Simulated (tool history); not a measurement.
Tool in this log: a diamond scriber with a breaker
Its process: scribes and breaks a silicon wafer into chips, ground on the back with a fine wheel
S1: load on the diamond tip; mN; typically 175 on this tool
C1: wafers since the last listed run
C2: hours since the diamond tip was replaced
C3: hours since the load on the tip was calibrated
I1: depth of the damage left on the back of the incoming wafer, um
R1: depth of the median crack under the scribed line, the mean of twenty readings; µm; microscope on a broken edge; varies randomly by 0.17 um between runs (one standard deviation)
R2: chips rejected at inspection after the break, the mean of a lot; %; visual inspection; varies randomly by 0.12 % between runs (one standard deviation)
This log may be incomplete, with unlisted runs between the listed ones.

| run | hour | S1 | C1 | C2 | C3 | I1 | R1 | R2 |
|---|---|---|---|---|---|---|---|---|
| 1 | 0.0 | 188 | 0 | 743.5 | 1553.7 | 2.35 | 8.25 | 3.25 |
| 2 | 28.3 | 188 | 57 | 771.8 | 1582.0 | 2.84 | 8.39 | 5.13 |
| 3 | 63.9 | 188 | 72 | 807.4 | 1617.6 | 1.50 | 8.01 | 2.23 |
| 4 | 76.4 | 208 | 25 | 819.9 | 1630.1 | 2.45 | 8.35 | 2.62 |
| 5 | 111.1 | 208 | 70 | 854.6 | 1664.8 | 2.62 | 8.37 | 3.40 |
| 6 | 132.3 | 208 | 43 | 875.8 | 1686.0 | 2.52 | 8.36 | 3.58 |
| 7 | 167.7 | 175 | 72 | 911.2 | 1721.4 | 2.95 | 7.83 | 6.64 |
| 8 | 200.4 | 175 | 66 | 943.9 | 1754.1 | 2.74 | 7.69 | 6.73 |
| 9 | 224.0 | 175 | 48 | 967.5 | 1777.7 | 2.54 | 7.48 | 5.47 |
| 10 | 256.2 | 175 | 65 | 999.7 | 1809.9 | 2.58 | 7.41 | 5.66 |
| 11 | 272.1 | 190 | 32 | 1015.6 | 1825.8 | 3.00 | 7.59 | 6.42 |
|  | 277.9 | diamond tip replaced by a new one |
| 12 | 297.2 | 129 | 47 | 19.3 | 1850.9 | 2.40 | 8.06 | 4.20 |

Run 13 is up next; what results do you expect?
| 13 | 328.6 | 224 | 64 | 50.7 | 1882.3 | 2.03 | ? | ? |

R1: 9.70 µm
R2: 2.16 %
Were there no unlogged condition in the tool, this run, its random variation unchanged, would have produced R1 9.78 µm, R2 2.29 %.
